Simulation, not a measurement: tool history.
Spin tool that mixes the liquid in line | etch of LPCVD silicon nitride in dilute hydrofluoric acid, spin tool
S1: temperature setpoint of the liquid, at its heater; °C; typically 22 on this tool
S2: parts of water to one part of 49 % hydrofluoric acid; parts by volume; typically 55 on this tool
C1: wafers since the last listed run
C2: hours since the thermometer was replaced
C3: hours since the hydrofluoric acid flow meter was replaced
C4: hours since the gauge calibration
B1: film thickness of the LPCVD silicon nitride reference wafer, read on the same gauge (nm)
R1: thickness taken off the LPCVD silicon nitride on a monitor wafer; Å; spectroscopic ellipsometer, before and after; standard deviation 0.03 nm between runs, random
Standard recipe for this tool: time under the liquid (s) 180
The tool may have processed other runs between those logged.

Run 1, hour 0: usual settings; C1 0; C2 1417.9; C3 680.1; C4 1832.1; B1 49.981. Result: R1 9.49 Å.
Run 2, hour 62.1: usual settings; C1 570; C2 1480; C3 742.2; C4 1894.2; B1 50.019. Result: R1 9.13 Å.
Run 3, hour 104.1: usual settings; C1 386; C2 1522; C3 784.2; C4 1936.2; B1 50.011. Result: R1 9.08 Å.
At hour 148.3: hydrofluoric acid flow meter replaced.
Run 4, hour 199.9: usual settings; C1 871; C2 1617.8; C3 51.6; C4 2032; B1 50.047. Result: R1 10.06 Å.
Run 5, hour 303.9: usual settings; C1 955; C2 1721.8; C3 155.6; C4 2136; B1 50.016. Result: R1 9.96 Å.
Run 6, hour 523.9: usual settings but S1 25 °C; C1 2021; C2 1941.8; C3 375.6; C4 2356; B1 50.054. Result: R1 11.73 Å.
Run 7, hour 589.2: usual settings but S1 25 °C; C1 600; C2 2007.1; C3 440.9; C4 2421.3; B1 50.011. Result: R1 11.75 Å.
Run 8, hour 658.8: usual settings but time under the liquid (s) 235; C1 639; C2 2076.7; C3 510.5; C4 2490.9; B1 50.037. Result: R1 12.84 Å.
Run 9, hour 730.7: usual settings but time under the liquid (s) 235; C1 660; C2 2148.6; C3 582.4; C4 2562.8; B1 49.984. Result: R1 11.82 Å.
Run 10, hour 831.2: usual settings but time under the liquid (s) 235; C1 923; C2 2249.1; C3 682.9; C4 2663.3; B1 49.986. Result: R1 12.35 Å.
At hour 838.1: gauge calibrated.
Run 11, hour 909: usual settings but S1 24 °C; C1 715; C2 2326.9; C3 760.7; C4 70.9; B1 50.038. Result: R1 9.88 Å.
At hour 969.6: hydrofluoric acid flow meter replaced.
Run 12, hour 973.4: usual settings; C1 582; C2 2391.3; C3 3.8; C4 135.3; B1 49.99. Result: R1 9.67 Å.
Run 13, hour 1019.4: usual settings; C1 422; C2 2437.3; C3 49.8; C4 181.3; B1 49.996. Result: R1 9.79 Å.
Run 14, hour 1085.1: usual settings; C1 603; C2 2503; C3 115.5; C4 247; B1 50.011. Result: R1 9.4 Å.
Run 15, hour 1142.6: usual settings but S1 25 °C; C1 528; C2 2560.5; C3 173; C4 304.5; B1 50.017. Result: R1 11.8 Å.
At hour 1167.3: thermometer replaced.
Run 16, hour 1179.8: usual settings; C1 332; C2 12.5; C3 210.2; C4 341.7; B1 50.002. Result: R1 11.62 Å.
Run 17, hour 1273.2: usual settings but S1 27 °C, S2 80 parts by volume, time under the liquid (s) 235; C1 858; C2 105.9; C3 303.6; C4 435.1; B1 49.997. Result: R1 14.02 Å.
Run 18, hour 1416: usual settings but S1 27 °C, S2 80 parts by volume, time under the liquid (s) 235; C1 1312; C2 248.7; C3 446.4; C4 577.9; B1 50.021. Result: R1 13.67 Å.
Run 19, hour 1519.6: usual settings but S1 25.5 °C, S2 75 parts by volume; C1 952; C2 352.3; C3 550; C4 681.5; B1 50.024. Result: R1 9.9 Å.
Run 20, hour 1749.9: usual settings; C1 2116; C2 582.6; C3 780.3; C4 911.8; B1 49.975. Result: R1 10.04 Å.
At hour 1756: hydrofluoric acid flow meter replaced.
Run 21, hour 1801: usual settings but S1 20 °C, S2 25 parts by volume, time under the liquid (s) 125; C1 460; C2 633.7; C3 45; C4 962.9; B1 49.991. Result: R1 14.66 Å.
Run 22, hour 1896.9: usual settings but S1 26.5 °C, S2 30 parts by volume, time under the liquid (s) 95; C1 881; C2 729.6; C3 140.9; C4 1058.8; B1 50.022. Result: R1 14.8 Å.

For run 23, what comes out?
Run 23, hour 1944.2: usual settings; C1 434; C2 776.9; C3 188.2; C4 1106.1; B1 ?. Result: R1 ?.

Logged for run 23: B1 50.052, R1 11.12 Å.
The same run, on a tool lacking any hidden state, would have yielded R1 12.15 Å.

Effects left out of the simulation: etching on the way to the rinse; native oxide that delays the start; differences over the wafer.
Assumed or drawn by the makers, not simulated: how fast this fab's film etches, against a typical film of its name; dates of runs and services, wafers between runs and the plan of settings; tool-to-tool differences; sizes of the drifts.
